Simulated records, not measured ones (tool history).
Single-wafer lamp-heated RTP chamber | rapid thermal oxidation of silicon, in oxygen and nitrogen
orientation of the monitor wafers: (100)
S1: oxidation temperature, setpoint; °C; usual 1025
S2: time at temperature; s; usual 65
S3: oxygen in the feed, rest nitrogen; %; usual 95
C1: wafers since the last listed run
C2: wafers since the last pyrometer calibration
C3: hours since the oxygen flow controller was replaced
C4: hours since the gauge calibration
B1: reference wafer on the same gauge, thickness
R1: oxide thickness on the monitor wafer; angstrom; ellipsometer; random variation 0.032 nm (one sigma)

Run 1, day 0: usual settings but S1 1002 °C; C1 0; C2 4562; C3 5654.2; C4 1900.6; B1 8.096. Result: R1 58.79 angstrom.
Run 2, day 1.446: usual settings but S1 1043 °C; C1 381; C2 4943; C3 5688.9; C4 1935.3; B1 8.097. Result: R1 79.58 angstrom.
Run 3, day 2.883: usual settings but S1 1043 °C; C1 378; C2 5322; C3 5723.4; C4 1969.8; B1 8.106. Result: R1 79.9 angstrom.
Run 4, day 5.804: usual settings but S1 1043 °C; C1 769; C2 6092; C3 5793.5; C4 2039.9; B1 8.091. Result: R1 80.15 angstrom.
Run 5, day 8.717: usual settings but S1 1042 °C; C1 767; C2 6860; C3 5863.4; C4 2109.8; B1 8.094. Result: R1 79.4 angstrom.
Run 6, day 10.05: usual settings but S1 1042 °C; C1 351; C2 7211; C3 5895.4; C4 2141.8; B1 8.095. Result: R1 79.1 angstrom.
Run 7, day 11.408: usual settings; C1 358; C2 7569; C3 5928; C4 2174.4; B1 8.085. Result: R1 69.89 angstrom.
Run 8, day 12.746: usual settings; C1 352; C2 7921; C3 5960.1; C4 2206.5; B1 8.094. Result: R1 69.83 angstrom.
At day 14.754: pyrometer window cleaned and pyrometer calibrated.
Run 9, day 14.979: usual settings; C1 500; C2 59; C3 6013.7; C4 2260.1; B1 8.096. Result: R1 68.59 angstrom.
Run 10, day 17.292: usual settings but S2 40 s; C1 609; C2 668; C3 6069.2; C4 2315.6; B1 8.108. Result: R1 55.8 angstrom.
Run 11, day 19.175: usual settings but S2 40 s; C1 496; C2 1165; C3 6114.4; C4 2360.8; B1 8.106. Result: R1 56.08 angstrom.
Run 12, day 21.858: usual settings but S2 40 s; C1 707; C2 1872; C3 6178.8; C4 2425.2; B1 8.102. Result: R1 56.09 angstrom.
Run 13, day 23.608: usual settings; C1 461; C2 2333; C3 6220.8; C4 2467.2; B1 8.088. Result: R1 69.89 angstrom.
Run 14, day 24.912: usual settings but S1 1000 °C, S2 33 s; C1 343; C2 2677; C3 6252.1; C4 2498.5; B1 8.095. Result: R1 43.56 angstrom.
Run 15, day 26.946: usual settings but S1 997 °C, S2 53 s, S3 98 %; C1 535; C2 3213; C3 6300.9; C4 2547.3; B1 8.1. Result: R1 52.95 angstrom.
Run 16, day 28.571: usual settings but S1 1003 °C, S2 80 s; C1 428; C2 3641; C3 6339.9; C4 2586.3; B1 8.087. Result: R1 65.33 angstrom.
Run 17, day 30.546: usual settings; C1 520; C2 4162; C3 6387.3; C4 2633.7; B1 8.102. Result: R1 69.81 angstrom.
Run 18, day 33.333: usual settings but S1 995 °C, S3 73 %; C1 734; C2 4896; C3 6454.2; C4 2700.6; B1 8.106. Result: R1 51.68 angstrom.
At day 34.85: oxygen flow controller replaced.
Run 19, day 35.442: usual settings but S1 1034 °C; C1 467; C2 5364; C3 14.2; C4 2751.2; B1 8.101. Result: R1 74.83 angstrom.
Run 20, day 36.825: usual settings but S2 55 s; C1 364; C2 5729; C3 47.4; C4 2784.4; B1 8.123. Result: R1 65.07 angstrom.
At day 38.546: gauge calibrated.
Run 21, day 38.712: usual settings; C1 497; C2 6226; C3 92.7; C4 4; B1 8.116. Result: R1 69.91 angstrom.
Run 22, day 41.021: usual settings; C1 608; C2 6835; C3 148.1; C4 59.4; B1 8.102. Result: R1 69.7 angstrom.
Run 23, day 42.188: usual settings but S2 40 s; C1 307; C2 7142; C3 176.1; C4 87.4; B1 8.097. Result: R1 57.17 angstrom.
Run 24, day 43.558: usual settings but S1 1001 °C; C1 361; C2 7503; C3 209; C4 120.3; B1 8.094. Result: R1 59.02 angstrom.
At day 47.45: pyrometer window cleaned and pyrometer calibrated.
Run 25, day 50.783: usual settings; C1 1816; C2 878; C3 382.4; C4 293.7; B1 8.097. Result: R1 69.14 angstrom.
Run 26, day 52.721: usual settings; C1 510; C2 1389; C3 428.9; C4 340.2; B1 8.099. Result: R1 68.81 angstrom.
Run 27, day 57.471: usual settings but S1 1002 °C, S2 47 s, S3 67 %; C1 1251; C2 2641; C3 542.9; C4 454.2; B1 8.084. Result: R1 45.86 angstrom.
Run 28, day 58.492: usual settings but S1 1007 °C, S2 42 s, S3 85 %; C1 269; C2 2910; C3 567.4; C4 478.7; B1 8.092. Result: R1 48.44 angstrom.
Run 29, day 61.312: usual settings; C1 743; C2 3653; C3 635.1; C4 546.4; B1 8.119. Result: R1 69.99 angstrom.
Run 30, day 62.317: usual settings; C1 264; C2 3918; C3 659.2; C4 570.5; B1 8.111. Result: R1 69.74 angstrom.
Run 31, day 65.021: usual settings but S1 1003 °C, S2 50 s, S3 98 %; C1 712; C2 4631; C3 724.1; C4 635.4; B1 8.108. Result: R1 54.09 angstrom.
Run 32, day 71: usual settings but S1 997 °C, S2 54 s; C1 1575; C2 6206; C3 867.6; C4 778.9; B1 8.115. Result: R1 52.96 angstrom.
Run 33, day 72.404: usual settings but S1 1042 °C; C1 370; C2 6577; C3 901.3; C4 812.6; B1 8.103. Result: R1 79.7 angstrom.
At day 74.379: pyrometer window cleaned and pyrometer calibrated.
Run 34, day 74.4: usual settings but S1 1040 °C, S2 76 s, S3 98 %; C1 438; C2 5; C3 949.2; C4 860.5; B1 8.098. Result: R1 83.01 angstrom.
Run 35, day 76.912: usual settings but S1 1008 °C, S2 40 s; C1 662; C2 667; C3 1009.5; C4 920.8; B1 8.113. Result: R1 49.5 angstrom.
Run 36, day 79.108: usual settings but S2 83 s; C1 578; C2 1246; C3 1062.2; C4 973.5; B1 8.118. Result: R1 77.11 angstrom.
Run 37, day 81.588: usual settings but S2 33 s, S3 98 %; C1 653; C2 1899; C3 1121.7; C4 1033; B1 8.099. Result: R1 52.43 angstrom.

How the hidden state differs across the entries between the runs, from the last listed run before each to the first after it:
Between runs 8 and 9: pyrometer window cleaned and pyrometer calibrated (day 14.754)
  true wafer temperature minus pyrometer reading, K: 4.06 -> 0.12
  measured less the result without the state, R1: +1.99 -> +0.06 angstrom
Between runs 18 and 19: oxygen flow controller replaced (day 34.85)
  true wafer temperature minus pyrometer reading, K: 3.39 -> 3.5
  measured less the result without the state, R1: +1.25 -> +1.82 angstrom
Between runs 20 and 21: gauge calibrated (day 38.546)
  true wafer temperature minus pyrometer reading, K: 3.57 -> 3.64
  measured less the result without the state, R1: +1.62 -> +1.79 angstrom
Between runs 24 and 25: pyrometer window cleaned and pyrometer calibrated (day 47.45)
  true wafer temperature minus pyrometer reading, K: 3.77 -> 1.32
  measured less the result without the state, R1: +1.6 -> +0.64 angstrom
Between runs 33 and 34: pyrometer window cleaned and pyrometer calibrated (day 74.379)
  true wafer temperature minus pyrometer reading, K: 3.82 -> 0.154
  measured less the result without the state, R1: +2.08 -> +0.09 angstrom
